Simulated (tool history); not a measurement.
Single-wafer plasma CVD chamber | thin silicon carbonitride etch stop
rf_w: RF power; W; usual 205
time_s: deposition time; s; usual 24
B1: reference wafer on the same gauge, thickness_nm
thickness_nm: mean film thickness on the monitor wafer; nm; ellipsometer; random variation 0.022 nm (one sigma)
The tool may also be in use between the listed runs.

Run 1, hour 0: usual settings; B1 12.208. Result: thickness_nm 14.657 nm.
Run 2, hour 12.6: usual settings; B1 12.207. Result: thickness_nm 14.698 nm.
Run 3, hour 21.8: usual settings but rf_w 185 W, time_s 25.5 s; B1 12.218. Result: thickness_nm 15.295 nm.
Run 4, hour 29.3: usual settings but rf_w 185 W, time_s 25.5 s; B1 12.221. Result: thickness_nm 15.331 nm.
Run 5, hour 36.1: usual settings; B1 12.22. Result: thickness_nm 14.627 nm.
Run 6, hour 42.7: usual settings; B1 12.221. Result: thickness_nm 14.667 nm.
Run 7, hour 52.7: usual settings; B1 12.228. Result: thickness_nm 14.699 nm.
Run 8, hour 64.1: usual settings; B1 12.231. Result: thickness_nm 14.698 nm.
At hour 88.6: thermocouple changed; heater temperature recalibrated.
Run 9, hour 89.1: usual settings; B1 12.234. Result: thickness_nm 14.667 nm.
Run 10, hour 93.2: usual settings; B1 12.233. Result: thickness_nm 14.694 nm.
Run 11, hour 104.1: usual settings but rf_w 165 W, time_s 26 s; B1 12.242. Result: thickness_nm 15.419 nm.
Run 12, hour 111.6: usual settings; B1 12.239. Result: thickness_nm 14.755 nm.
At hour 130.6: RF generator calibrated.
Run 13, hour 131.1: usual settings but rf_w 175 W, time_s 20.5 s; B1 12.249. Result: thickness_nm 12.206 nm.
Run 14, hour 138.6: usual settings; B1 12.252. Result: thickness_nm 14.716 nm.
Run 15, hour 156: usual settings but rf_w 215 W, time_s 28.5 s; B1 12.261. Result: thickness_nm 17.639 nm.
Run 16, hour 172: usual settings; B1 12.266. Result: thickness_nm 14.766 nm.
At hour 186.2: showerhead replaced.
Run 17, hour 187.5: usual settings; B1 12.27. Result: thickness_nm 14.781 nm.
Run 18, hour 198: usual settings but rf_w 180 W, time_s 20.4 s; B1 12.271. Result: thickness_nm 12.253 nm.
Run 19, hour 204.8: usual settings but rf_w 220 W, time_s 19.7 s; B1 12.276. Result: thickness_nm 12.238 nm.
Run 20, hour 214.4: usual settings; B1 12.276. Result: thickness_nm 14.717 nm.
At hour 215.3: gauge calibrated.
Run 21, hour 220.6: usual settings but rf_w 175 W, time_s 20 s; B1 12.09. Result: thickness_nm 11.823 nm.
Run 22, hour 232.4: usual settings but rf_w 220 W, time_s 22.2 s; B1 12.095. Result: thickness_nm 13.618 nm.
Run 23, hour 238.6: usual settings but rf_w 240 W, time_s 21.4 s; B1 12.092. Result: thickness_nm 13.31 nm.
Run 24, hour 254.6: usual settings; B1 12.101. Result: thickness_nm 14.564 nm.
Run 25, hour 261: usual settings but time_s 21 s; B1 12.103. Result: thickness_nm 12.721 nm.
Run 26, hour 270.6: usual settings; B1 12.105. Result: thickness_nm 14.552 nm.
Run 27, hour 280.9: usual settings; B1 12.112. Result: thickness_nm 14.548 nm.
Run 28, hour 287.5: usual settings but time_s 26.8 s; B1 12.109. Result: thickness_nm 16.242 nm.
Run 29, hour 300.4: usual settings but time_s 26.7 s; B1 12.114. Result: thickness_nm 16.187 nm.
Run 30, hour 311: usual settings but rf_w 220 W, time_s 21.9 s; B1 12.115. Result: thickness_nm 13.441 nm.
Run 31, hour 321.5: usual settings but rf_w 180 W, time_s 20.1 s; B1 12.122. Result: thickness_nm 11.955 nm.
Run 32, hour 327.6: usual settings; B1 12.127. Result: thickness_nm 14.548 nm.
Run 33, hour 343.1: usual settings but time_s 21.9 s; B1 12.122. Result: thickness_nm 13.312 nm.
Run 34, hour 354.6: usual settings but time_s 26.5 s; B1 12.128. Result: thickness_nm 16.094 nm.

Some steps in thickness_nm between neighbouring runs. How much of each would the tool show without its hidden state too (settings, what came in, random variation), and how much is left for the hidden state, with any gauge scatter that isn't in both results?
The hidden state here: wafer temperature above the value expected at the setpoint (K); delivered RF power above the setpoint (%); gauge reads high (%).
Run 14 -> 15: rf_w 205 -> 215, time_s 24 -> 28.5. thickness_nm +2.923 nm: hidden state +0.045, all else +2.878.
Run 15 -> 16: rf_w 215 -> 205, time_s 28.5 -> 24. thickness_nm -2.873 nm: hidden state -0.032, all else -2.841.
Run 19 -> 20: rf_w 220 -> 205, time_s 19.7 -> 24. thickness_nm +2.479 nm: hidden state +0.039, all else +2.44.
Run 20 -> 21: rf_w 205 -> 175, time_s 24 -> 20, gauge calibrated. thickness_nm -2.894 nm: hidden state -0.223, all else -2.671.

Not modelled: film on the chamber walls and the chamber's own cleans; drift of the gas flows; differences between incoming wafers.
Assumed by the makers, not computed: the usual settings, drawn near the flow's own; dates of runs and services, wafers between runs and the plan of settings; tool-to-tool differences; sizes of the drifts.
